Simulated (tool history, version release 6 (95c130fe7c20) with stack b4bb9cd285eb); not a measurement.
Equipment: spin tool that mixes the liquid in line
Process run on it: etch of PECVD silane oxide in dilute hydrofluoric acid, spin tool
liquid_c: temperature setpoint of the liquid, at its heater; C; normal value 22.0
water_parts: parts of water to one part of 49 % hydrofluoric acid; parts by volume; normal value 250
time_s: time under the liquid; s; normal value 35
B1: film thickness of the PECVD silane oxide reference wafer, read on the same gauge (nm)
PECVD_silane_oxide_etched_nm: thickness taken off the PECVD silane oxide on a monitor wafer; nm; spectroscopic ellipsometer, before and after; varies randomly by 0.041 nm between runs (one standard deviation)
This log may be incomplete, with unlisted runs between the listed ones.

Run 1, hour 0.0: usual settings; B1 51.99. Result: PECVD_silane_oxide_etched_nm 5.37 nm.
Run 2, hour 29.0: usual settings; B1 52.03. Result: PECVD_silane_oxide_etched_nm 5.37 nm.
Run 3, hour 61.5: usual settings; B1 52.05. Result: PECVD_silane_oxide_etched_nm 5.42 nm.
Run 4, hour 96.6: usual settings but water_parts 305 parts by volume; B1 52.09. Result: PECVD_silane_oxide_etched_nm 4.16 nm.
Run 5, hour 112.7: usual settings but water_parts 305 parts by volume; B1 52.11. Result: PECVD_silane_oxide_etched_nm 4.18 nm.
Run 6, hour 137.7: usual settings but liquid_c 19.0 C; B1 52.13. Result: PECVD_silane_oxide_etched_nm 4.85 nm.
Run 7, hour 154.8: usual settings but liquid_c 19.0 C; B1 52.15. Result: PECVD_silane_oxide_etched_nm 4.86 nm.
Run 8, hour 173.0: usual settings but liquid_c 19.0 C; B1 52.17. Result: PECVD_silane_oxide_etched_nm 4.79 nm.
Run 9, hour 185.5: usual settings; B1 52.18. Result: PECVD_silane_oxide_etched_nm 5.45 nm.
Run 10, hour 214.1: usual settings; B1 52.18. Result: PECVD_silane_oxide_etched_nm 5.45 nm.
Run 11, hour 229.3: usual settings; B1 52.20. Result: PECVD_silane_oxide_etched_nm 5.41 nm.
Run 12, hour 257.4: usual settings; B1 52.25. Result: PECVD_silane_oxide_etched_nm 5.43 nm.
Run 13, hour 286.8: usual settings but liquid_c 23.5 C; B1 52.25. Result: PECVD_silane_oxide_etched_nm 5.74 nm.
Run 14, hour 310.2: usual settings; B1 52.25. Result: PECVD_silane_oxide_etched_nm 5.41 nm.
Run 15, hour 340.3: usual settings but liquid_c 17.5 C, water_parts 330 parts by volume, time_s 20 s; B1 52.24. Result: PECVD_silane_oxide_etched_nm 1.88 nm.
Run 16, hour 373.4: usual settings but time_s 55 s; B1 52.28. Result: PECVD_silane_oxide_etched_nm 8.56 nm.
Run 17, hour 387.4: usual settings but liquid_c 26.0 C, water_parts 355 parts by volume; B1 52.29. Result: PECVD_silane_oxide_etched_nm 4.01 nm.
Run 18, hour 407.6: usual settings but water_parts 150 parts by volume; B1 52.32. Result: PECVD_silane_oxide_etched_nm 10.09 nm.
Run 19, hour 515.1: usual settings but water_parts 140 parts by volume; B1 52.35. Result: PECVD_silane_oxide_etched_nm 10.96 nm.
Run 20, hour 559.6: usual settings but water_parts 200 parts by volume, time_s 45 s; B1 52.35. Result: PECVD_silane_oxide_etched_nm 9.19 nm.
Run 21, hour 592.7: usual settings but water_parts 365 parts by volume; B1 52.37. Result: PECVD_silane_oxide_etched_nm 3.36 nm.
Run 22, hour 619.2: usual settings but water_parts 150 parts by volume; B1 52.38. Result: PECVD_silane_oxide_etched_nm 10.17 nm.
Run 23, hour 644.5: usual settings but liquid_c 24.5 C; B1 52.40. Result: PECVD_silane_oxide_etched_nm 5.99 nm.
Run 24, hour 748.8: usual settings but liquid_c 19.5 C, time_s 50 s; B1 49.74. Result: PECVD_silane_oxide_etched_nm 6.81 nm.
Run 25, hour 776.8: usual settings but water_parts 335 parts by volume, time_s 30 s; B1 49.91. Result: PECVD_silane_oxide_etched_nm 3.07 nm.
Run 26, hour 806.8: usual settings but water_parts 330 parts by volume; B1 50.08. Result: PECVD_silane_oxide_etched_nm 3.64 nm.
Run 27, hour 837.1: usual settings but liquid_c 19.0 C, water_parts 220 parts by volume, time_s 30 s; B1 50.25. Result: PECVD_silane_oxide_etched_nm 4.69 nm.
Run 28, hour 909.0: usual settings but liquid_c 18.5 C; B1 50.57. Result: PECVD_silane_oxide_etched_nm 4.61 nm.
Run 29, hour 986.8: usual settings but time_s 20 s; B1 50.91. Result: PECVD_silane_oxide_etched_nm 3.01 nm.
Run 30, hour 1012.6: usual settings but liquid_c 24.0 C, water_parts 310 parts by volume, time_s 15 s; B1 51.00. Result: PECVD_silane_oxide_etched_nm 1.85 nm.
Run 31, hour 1038.8: usual settings but liquid_c 18.5 C, water_parts 210 parts by volume, time_s 45 s; B1 51.09. Result: PECVD_silane_oxide_etched_nm 7.43 nm.
Run 32, hour 1054.7: usual settings; B1 51.14. Result: PECVD_silane_oxide_etched_nm 5.31 nm.
Run 33, hour 1085.3: usual settings but water_parts 280 parts by volume; B1 51.23. Result: PECVD_silane_oxide_etched_nm 4.59 nm.
Run 34, hour 1113.3: usual settings; B1 51.31. Result: PECVD_silane_oxide_etched_nm 5.34 nm.

Put back what was entered between runs (4 entries, withheld): which listed runs does each sit between, and how does the hidden state differ from the listed run before to the listed run after?
Between runs 12 and 13: hydrofluoric acid flow meter replaced (hour 270.5)
  gauge reads high (%): 4.44 -> 4.48
  difference, measured minus the result without the unlogged condition, PECVD_silane_oxide_etched_nm: +0.23 -> +0.25 nm
Between runs 18 and 19: thermometer replaced (hour 486.7)
  gauge reads high (%): 4.61 -> 4.7
  difference, measured minus the result without the unlogged condition, PECVD_silane_oxide_etched_nm: +0.44 -> +0.49 nm
Between runs 23 and 24: hydrofluoric acid flow meter replaced (hour 668.0); gauge calibrated (hour 742.0)
  gauge reads high (%): 4.79 -> -0.512
  difference, measured minus the result without the unlogged condition, PECVD_silane_oxide_etched_nm: +0.27 -> -0.03 nm
